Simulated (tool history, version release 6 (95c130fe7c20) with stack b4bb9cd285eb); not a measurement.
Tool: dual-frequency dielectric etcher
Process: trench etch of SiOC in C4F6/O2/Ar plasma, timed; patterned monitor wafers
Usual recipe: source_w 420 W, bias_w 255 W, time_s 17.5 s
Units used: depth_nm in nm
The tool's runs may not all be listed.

run	hour	source_w	bias_w	time_s	read-back reference wafer on the same gauge, depth_nm	depth_nm
1	0.0	420	255	16.0	45.76	35.84
# hour 53.8: wet clean of the chamber
2	142.0	420	255	16.0	45.80	35.33
3	170.6	420	255	17.5	45.85	38.73
4	217.3	420	255	17.5	45.80	38.77
5	266.3	420	255	17.5	45.80	38.76
6	319.9	360	255	17.5	45.80	35.45
# hour 363.2: gauge calibrated
7	371.0	360	255	17.5	45.80	35.65
# hour 423.1: bias power generator calibrated
8	424.3	360	255	17.5	45.81	35.55
# hour 448.3: source power generator calibrated
9	473.9	420	255	20.5	45.77	45.84
10	505.0	420	255	20.5	45.80	45.92
# hour 541.4: wet clean of the chamber
11	541.9	420	255	17.5	45.78	38.49
# hour 573.0: upper electrode replaced, of another model than before
12	585.2	420	255	17.5	45.82	38.54
13	635.4	420	255	14.0	45.81	30.83
14	678.9	390	255	14.0	45.79	30.27
15	711.2	420	255	17.5	45.79	38.93
16	763.9	420	255	15.0	45.76	33.40
17	801.2	420	255	17.5	45.80	38.99
18	861.3	420	223	20.0	45.81	41.31
19	899.1	420	255	17.5	45.77	39.11
20	948.5	480	303	20.0	45.80	51.84
21	981.8	420	297	17.5	45.81	42.84
# hour 1028.3: wet clean of the chamber
22	1028.8	420	255	17.5	45.83	38.26
23	1056.7	380	191	19.5	45.79	34.76

Each row is a separate what-if for the run after 23, all from the same tool condition, not one after another. Results?
A	1057.1	420	255	17.5	?	?
B	1057.1	420	272	17.5	?	?
C	1057.1	460	191	17.5	?	?

run	read-back reference wafer on the same gauge, depth_nm	depth_nm
A	45.82	38.47
B	45.82	39.90
C	45.82	33.34
With the hidden condition removed and each run's random variation left untouched, the same runs would have given:
run	depth_nm
A	38.32
B	39.74
C	33.21
